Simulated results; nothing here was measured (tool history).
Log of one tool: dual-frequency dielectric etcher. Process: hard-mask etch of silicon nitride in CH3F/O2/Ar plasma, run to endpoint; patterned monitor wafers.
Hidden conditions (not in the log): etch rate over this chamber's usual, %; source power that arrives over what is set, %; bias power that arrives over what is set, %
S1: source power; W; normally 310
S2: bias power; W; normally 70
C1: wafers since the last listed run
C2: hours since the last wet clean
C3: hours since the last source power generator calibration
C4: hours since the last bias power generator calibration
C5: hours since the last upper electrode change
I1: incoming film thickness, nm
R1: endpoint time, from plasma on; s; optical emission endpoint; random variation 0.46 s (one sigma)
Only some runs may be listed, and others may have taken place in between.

Run 1, day 0: usual settings; C1 0; C2 97.9; C3 1664.2; C4 2896.9; C5 5340.9; I1 44. Result: R1 63.7 s.
Run 2, day 1.196: usual settings; C1 213; C2 126.6; C3 1692.9; C4 2925.6; C5 5369.6; I1 43.55. Result: R1 63 s.
Run 3, day 2.175: usual settings; C1 174; C2 150.1; C3 1716.4; C4 2949.1; C5 5393.1; I1 44.12. Result: R1 64.2 s.
Run 4, day 3.621: usual settings; C1 258; C2 184.8; C3 1751.1; C4 2983.8; C5 5427.8; I1 44. Result: R1 63.5 s.
Run 5, day 4.175: usual settings; C1 98; C2 198.1; C3 1764.4; C4 2997.1; C5 5441.1; I1 44.16. Result: R1 64.9 s.
Run 6, day 7.062: usual settings; C1 515; C2 267.4; C3 1833.7; C4 3066.4; C5 5510.4; I1 43.4. Result: R1 64.5 s.
Run 7, day 7.688: usual settings; C1 111; C2 282.4; C3 1848.7; C4 3081.4; C5 5525.4; I1 43.5. Result: R1 63.7 s.
Run 8, day 8.696: usual settings; C1 179; C2 306.6; C3 1872.9; C4 3105.6; C5 5549.6; I1 44.05. Result: R1 65.2 s.
At day 9.125: bias power generator calibrated.
Run 9, day 10.029: usual settings but S1 340 W; C1 208; C2 338.6; C3 1904.9; C4 21.7; C5 5581.6; I1 43.94. Result: R1 63.8 s.
At day 11.646: wet clean of the chamber.
Run 10, day 11.667: usual settings but S1 340 W; C1 113; C2 0.5; C3 1944.2; C4 61; C5 5620.9; I1 43.95. Result: R1 60.4 s.
At day 13.838: upper electrode replaced.
Run 11, day 13.858: usual settings but S1 340 W; C1 212; C2 53.1; C3 1996.8; C4 113.6; C5 0.5; I1 43.54. Result: R1 60.9 s.
Run 12, day 13.871: usual settings; C1 2; C2 53.4; C3 1997.1; C4 113.9; C5 0.8; I1 43.78. Result: R1 62.9 s.
Run 13, day 14.438: usual settings but S1 340 W, S2 64 W; C1 101; C2 67; C3 2010.7; C4 127.5; C5 14.4; I1 44.37. Result: R1 64.6 s.
Run 14, day 15.096: usual settings but S1 390 W, S2 59 W; C1 117; C2 82.8; C3 2026.5; C4 143.3; C5 30.2; I1 43.81. Result: R1 64.2 s.
Run 15, day 16.412: usual settings but S1 350 W, S2 82 W; C1 234; C2 114.4; C3 2058.1; C4 174.9; C5 61.8; I1 43.62. Result: R1 57.1 s.
Run 16, day 16.942: usual settings but S1 350 W, S2 63 W; C1 94; C2 127.1; C3 2070.8; C4 187.6; C5 74.5; I1 44.07. Result: R1 65.4 s.
Run 17, day 17.8: usual settings but S1 270 W, S2 53 W; C1 153; C2 147.7; C3 2091.4; C4 208.2; C5 95.1; I1 43.72. Result: R1 74.2 s.
Run 18, day 18.721: usual settings but S1 250 W; C1 164; C2 169.8; C3 2113.5; C4 230.3; C5 117.2; I1 44.45. Result: R1 69.3 s.
At day 19: source power generator calibrated.
Run 19, day 19.712: usual settings but S1 250 W, S2 57 W; C1 147; C2 193.6; C3 17.1; C4 254.1; C5 141; I1 44.13. Result: R1 75 s.
Run 20, day 20.738: usual settings but S1 260 W, S2 79 W; C1 182; C2 218.2; C3 41.7; C4 278.7; C5 165.6; I1 44.23. Result: R1 65.1 s.
Run 21, day 21.833: usual settings; C1 195; C2 244.5; C3 68; C4 305; C5 191.9; I1 44.19. Result: R1 65 s.
Run 22, day 23.029: usual settings but S1 390 W, S2 79 W; C1 213; C2 273.2; C3 96.7; C4 333.7; C5 220.6; I1 44.2. Result: R1 58 s.
Run 23, day 23.967: usual settings but S1 240 W, S2 79 W; C1 167; C2 295.7; C3 119.2; C4 356.2; C5 243.1; I1 43.87. Result: R1 66.5 s.
Run 24, day 24.921: usual settings but S1 290 W, S2 85 W; C1 170; C2 318.6; C3 142.1; C4 379.1; C5 266; I1 44.15. Result: R1 62 s.
Run 25, day 26.117: usual settings; C1 213; C2 347.3; C3 170.8; C4 407.8; C5 294.7; I1 43.62. Result: R1 64.8 s.

Forecast each of these 5 alternatives for the next run:
Run A, day 26.133: usual settings; C1 2; C2 347.7; C3 171.2; C4 408.2; C5 295.1; I1 44.12. Result: R1 ?.
Run B, day 26.133: usual settings but S1 280 W, S2 85 W; C1 2; C2 347.7; C3 171.2; C4 408.2; C5 295.1; I1 44.12. Result: R1 ?.
Run C, day 26.133: usual settings but S1 380 W; C1 2; C2 347.7; C3 171.2; C4 408.2; C5 295.1; I1 44.12. Result: R1 ?.
Run D, day 26.133: usual settings but S1 380 W, S2 60 W; C1 2; C2 347.7; C3 171.2; C4 408.2; C5 295.1; I1 44.12. Result: R1 ?.
Run E, day 26.133: usual settings but S1 240 W, S2 77 W; C1 2; C2 347.7; C3 171.2; C4 408.2; C5 295.1; I1 44.12. Result: R1 ?.

run    R1
  A  66.2
  B  62.9
  C  62.5
  D  66.4
  E  68.2
Without the tool's unlogged condition, the same runs would have read:
run    R1
  A  63.3
  B  60.1
  C  59.7
  D  63.5
  E  65.2

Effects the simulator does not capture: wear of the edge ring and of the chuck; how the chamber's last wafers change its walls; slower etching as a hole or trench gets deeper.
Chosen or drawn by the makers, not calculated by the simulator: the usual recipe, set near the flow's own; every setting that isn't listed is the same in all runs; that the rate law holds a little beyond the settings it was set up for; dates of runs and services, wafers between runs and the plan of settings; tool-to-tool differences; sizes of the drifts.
